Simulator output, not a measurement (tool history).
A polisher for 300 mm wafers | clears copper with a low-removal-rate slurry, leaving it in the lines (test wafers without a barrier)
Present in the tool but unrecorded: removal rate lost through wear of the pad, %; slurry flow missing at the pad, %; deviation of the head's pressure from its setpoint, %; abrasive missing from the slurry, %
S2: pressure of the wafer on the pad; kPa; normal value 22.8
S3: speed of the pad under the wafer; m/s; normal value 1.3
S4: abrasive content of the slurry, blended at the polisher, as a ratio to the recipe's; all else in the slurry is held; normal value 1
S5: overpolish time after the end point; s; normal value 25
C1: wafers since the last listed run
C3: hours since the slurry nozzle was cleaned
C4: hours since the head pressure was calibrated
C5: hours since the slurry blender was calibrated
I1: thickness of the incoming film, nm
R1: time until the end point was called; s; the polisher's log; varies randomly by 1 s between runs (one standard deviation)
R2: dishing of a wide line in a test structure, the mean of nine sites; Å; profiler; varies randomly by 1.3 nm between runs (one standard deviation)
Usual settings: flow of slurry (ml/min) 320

run 1 hour=0 | flow_of_slurry_(ml/min)=320 S2=22.8 S3=1.54 S4=1 S5=25 | C1=0 wafers_polished_on_this_pad=496 C3=251.3 C4=150.8 C5=424.5 | I1=340.8 | R1=51 R2=1009
run 2 hour=25 | flow_of_slurry_(ml/min)=320 S2=22.8 S3=1.54 S4=1 S5=25 | C1=139 wafers_polished_on_this_pad=635 C3=276.3 C4=175.8 C5=449.5 | I1=338.7 | R1=52.7 R2=986
run 3 hour=48.4 | flow_of_slurry_(ml/min)=320 S2=22.8 S3=1.44 S4=1.25 S5=25 | C1=130 wafers_polished_on_this_pad=765 C3=299.7 C4=199.2 C5=472.9 | I1=336.2 | R1=53.4 R2=985
run 4 hour=73.3 | flow_of_slurry_(ml/min)=320 S2=22.8 S3=1.3 S4=1.1 S5=25 | C1=138 wafers_polished_on_this_pad=904 C3=324.6 C4=224.1 C5=497.8 | I1=347.4 | R1=63.9 R2=878
-- hour=78.7 slurry nozzle cleaned
run 5 hour=89.3 | flow_of_slurry_(ml/min)=425 S2=16.5 S3=1.3 S4=1 S5=25 | C1=83 wafers_polished_on_this_pad=987 C3=10.6 C4=240.1 C5=513.8 | I1=338.2 | R1=82.9 R2=698
-- hour=99.7 slurry blender recalibrated
run 6 hour=183.3 | flow_of_slurry_(ml/min)=230 S2=22.8 S3=1.44 S4=1 S5=14 | C1=512 wafers_polished_on_this_pad=1500 C3=104.6 C4=334.1 C5=83.6 | I1=337.8 | R1=57.1 R2=580
run 7 hour=209.3 | flow_of_slurry_(ml/min)=280 S2=20 S3=1.3 S4=1 S5=25 | C1=144 wafers_polished_on_this_pad=1644 C3=130.6 C4=360.1 C5=109.6 | I1=338.9 | R1=71 R2=778
-- hour=214 worn pad replaced by a new one
run 8 hour=225.8 | flow_of_slurry_(ml/min)=320 S2=26.9 S3=0.92 S4=1 S5=25 | C1=69 wafers_polished_on_this_pad=65 C3=147.1 C4=376.6 C5=126.1 | I1=338 | R1=74.6 R2=777
run 9 hour=261.4 | flow_of_slurry_(ml/min)=320 S2=22.8 S3=0.86 S4=1 S5=16 | C1=198 wafers_polished_on_this_pad=263 C3=182.7 C4=412.2 C5=161.7 | I1=340.3 | R1=91.6 R2=438
run 10 hour=289.1 | flow_of_slurry_(ml/min)=320 S2=22.8 S3=1.3 S4=1 S5=25 | C1=154 wafers_polished_on_this_pad=418 C3=210.4 C4=439.9 C5=189.4 | I1=337.4 | R1=61.6 R2=892
run 11 hour=312.1 | flow_of_slurry_(ml/min)=235 S2=22.8 S3=1.3 S4=1 S5=14 | C1=128 wafers_polished_on_this_pad=546 C3=233.4 C4=462.9 C5=212.4 | I1=341.8 | R1=64.7 R2=533
-- hour=319.3 head pressure recalibrated
run 12 hour=337 | flow_of_slurry_(ml/min)=320 S2=22.8 S3=1.3 S4=1 S5=25 | C1=127 wafers_polished_on_this_pad=673 C3=258.3 C4=17.7 C5=237.3 | I1=335 | R1=61.9 R2=855
run 13 hour=418 | flow_of_slurry_(ml/min)=320 S2=22.8 S3=0.88 S4=1.3 S5=25 | C1=451 wafers_polished_on_this_pad=1124 C3=339.3 C4=98.7 C5=318.3 | I1=346.5 | R1=90.5 R2=661
run 14 hour=439.9 | flow_of_slurry_(ml/min)=320 S2=22.8 S3=1.3 S4=1 S5=25 | C1=121 wafers_polished_on_this_pad=1246 C3=361.2 C4=120.6 C5=340.2 | I1=342.6 | R1=65 R2=857
run 15 hour=467 | flow_of_slurry_(ml/min)=430 S2=25.5 S3=1.3 S4=0.85 S5=13 | C1=150 wafers_polished_on_this_pad=1397 C3=388.3 C4=147.7 C5=367.3 | I1=339.4 | R1=60.4 R2=535
run 16 hour=484.8 | flow_of_slurry_(ml/min)=320 S2=22.8 S3=1.3 S4=1 S5=33 | C1=99 wafers_polished_on_this_pad=1496 C3=406.1 C4=165.5 C5=385.1 | I1=336.2 | R1=68.1 R2=983
-- hour=494.5 slurry nozzle cleaned
run 17 hour=502.6 | flow_of_slurry_(ml/min)=320 S2=22.8 S3=1.3 S4=1 S5=25 | C1=93 wafers_polished_on_this_pad=1590 C3=8.1 C4=183.3 C5=402.9 | I1=341.1 | R1=62.2 R2=884
-- hour=538.4 slurry blender recalibrated
-- hour=543.9 worn pad replaced by a new one
run 18 hour=562.8 | flow_of_slurry_(ml/min)=430 S2=22.8 S3=1.3 S4=1 S5=32 | C1=301 wafers_polished_on_this_pad=105 C3=68.3 C4=243.5 C5=24.4 | I1=340.2 | R1=60.6 R2=1077
run 19 hour=593.7 | flow_of_slurry_(ml/min)=320 S2=22.8 S3=1.3 S4=1 S5=25 | C1=172 wafers_polished_on_this_pad=277 C3=99.2 C4=274.4 C5=55.3 | I1=337.1 | R1=60.6 R2=881
run 20 hour=613.7 | flow_of_slurry_(ml/min)=360 S2=22.8 S3=1.3 S4=1 S5=25 | C1=111 wafers_polished_on_this_pad=388 C3=119.2 C4=294.4 C5=75.3 | I1=334.9 | R1=60.8 R2=927
run 21 hour=641.4 | flow_of_slurry_(ml/min)=320 S2=22.8 S3=1.58 S4=1 S5=31 | C1=154 wafers_polished_on_this_pad=542 C3=146.9 C4=322.1 C5=103 | I1=335.4 | R1=50.1 R2=1187
-- hour=714.9 head pressure recalibrated
run 22 hour=725.1 | flow_of_slurry_(ml/min)=320 S2=22.8 S3=1.3 S4=1 S5=25 | C1=454 wafers_polished_on_this_pad=997 C3=230.6 C4=10.2 C5=186.7 | I1=346.4 | R1=64.3 R2=877
run 23 hour=753.3 | flow_of_slurry_(ml/min)=320 S2=27.6 S3=0.88 S4=1 S5=25 | C1=157 wafers_polished_on_this_pad=1154 C3=258.8 C4=38.4 C5=214.9 | I1=345.1 | R1=80.2 R2=754
-- hour=832.6 worn pad replaced by a new one
run 24 hour=844.3 | flow_of_slurry_(ml/min)=375 S2=22.8 S3=1.62 S4=1 S5=25 | C1=484 wafers_polished_on_this_pad=64 C3=349.8 C4=129.4 C5=305.9 | I1=342.9 | R1=53 R2=1025
run 25 hour=879.1 | flow_of_slurry_(ml/min)=320 S2=17.9 S3=1.3 S4=1 S5=25 | C1=193 wafers_polished_on_this_pad=258 C3=384.6 C4=164.2 C5=340.7 | I1=337.6 | R1=82.6 R2=686
-- hour=896.7 slurry nozzle cleaned
run 26 hour=910.8 | flow_of_slurry_(ml/min)=320 S2=22.8 S3=1.02 S4=0.7 S5=25 | C1=170 wafers_polished_on_this_pad=429 C3=14.1 C4=195.9 C5=372.4 | I1=347.6 | R1=87 R2=688
run 27 hour=936.6 | flow_of_slurry_(ml/min)=320 S2=15.9 S3=1.6 S4=0.7 S5=25 | C1=143 wafers_polished_on_this_pad=573 C3=39.9 C4=221.7 C5=398.2 | I1=342.3 | R1=78.7 R2=717

Some steps in R1 between neighbouring runs. How much of each would the tool show without its hidden state too (settings, what came in, random variation), and how much is left for the hidden state, with any gauge scatter that isn't in both results?
Run 9 -> 10: S3 0.86 -> 1.3, S5 16 -> 25. R1 -30 s: hidden state -0.2, all else -29.8.
Run 16 -> 17: S5 33 -> 25, slurry nozzle cleaned. R1 -5.9 s: hidden state -7.2, all else +1.3.
Run 24 -> 25: flow of slurry (ml/min) 375 -> 320, S2 22.8 -> 17.9, S3 1.62 -> 1.3. R1 +29.6 s: hidden state +4, all else +25.6.
Run 25 -> 26: S2 17.9 -> 22.8, S3 1.3 -> 1.02, S4 1 -> 0.7, slurry nozzle cleaned. R1 +4.4 s: hidden state -6.6, all else +11.
